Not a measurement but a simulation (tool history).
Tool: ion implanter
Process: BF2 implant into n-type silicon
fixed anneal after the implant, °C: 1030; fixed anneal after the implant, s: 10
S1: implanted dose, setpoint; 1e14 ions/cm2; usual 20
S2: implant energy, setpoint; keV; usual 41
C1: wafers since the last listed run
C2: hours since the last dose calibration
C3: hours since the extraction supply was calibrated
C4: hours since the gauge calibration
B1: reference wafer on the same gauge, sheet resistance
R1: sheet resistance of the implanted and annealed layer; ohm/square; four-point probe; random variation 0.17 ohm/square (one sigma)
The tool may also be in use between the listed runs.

run,day,S1,S2,C1,C2,C3,C4,B1,R1
1,0,20,41,0,1330.1,4614.4,362.9,95.83,112.59
2,2.842,20,41,2049,1398.3,4682.6,431.1,95.69,112.43
3,5.738,20,41,2088,1467.8,4752.1,500.6,95.59,112.32
4,8.604,20,41,2067,1536.6,4820.9,569.4,95.4,112.57
5,11.588,20,41,2151,1608.2,4892.5,641,95.26,111.93
6,13.029,20,37,1039,1642.8,4927.1,675.6,95.17,117.69
7,15.646,20,37,1887,1705.6,4989.9,738.4,94.98,118.03
8,17.421,20,41,1280,1748.2,5032.5,781,94.9,111.26
# day 17.771: extraction supply calibrated
9,18.558,20,41,579,1775.5,18.9,808.3,94.83,111.33
10,20.283,20,53,1244,1816.9,60.3,849.7,94.67,97.56
11,23.075,20,41,2013,1883.9,127.3,916.7,94.45,111
12,25.371,22.98,41,1655,1939,182.4,971.8,94.21,109.16
# day 25.721: Faraday cup replaced and dose calibrated
13,26.917,20,33,874,28.7,219.5,1008.9,94.04,123.63
14,28.888,20,47,1421,76,266.8,1056.2,93.88,103.16
# day 28.904: gauge calibrated
15,31.512,23.73,50,1893,139,329.8,62.6,96.14,99.43
16,33.629,16.34,34,1526,189.8,380.6,113.4,96.13,127.59
17,35.633,20,41,1445,237.9,428.7,161.5,96.1,112.67
18,38.325,22.79,47.5,1941,302.5,493.3,226.1,96.02,102.77

Forecast each of these 5 alternatives for the next run:
A,38.342,20,41,12,302.9,493.7,226.5,?,?
B,38.342,21.59,29.5,12,302.9,493.7,226.5,?,?
C,38.342,17.7,41,12,302.9,493.7,226.5,?,?
D,38.342,20,44.5,12,302.9,493.7,226.5,?,?
E,38.342,17.19,49,12,302.9,493.7,226.5,?,?

run,B1,R1
A,96.06,112.74
B,96.06,132.31
C,96.06,114.88
D,96.06,108.16
E,96.06,106.45
Without the tool's hidden state the same runs would have given:
run,R1
A,112.7
B,132.26
C,114.84
D,108.12
E,106.41
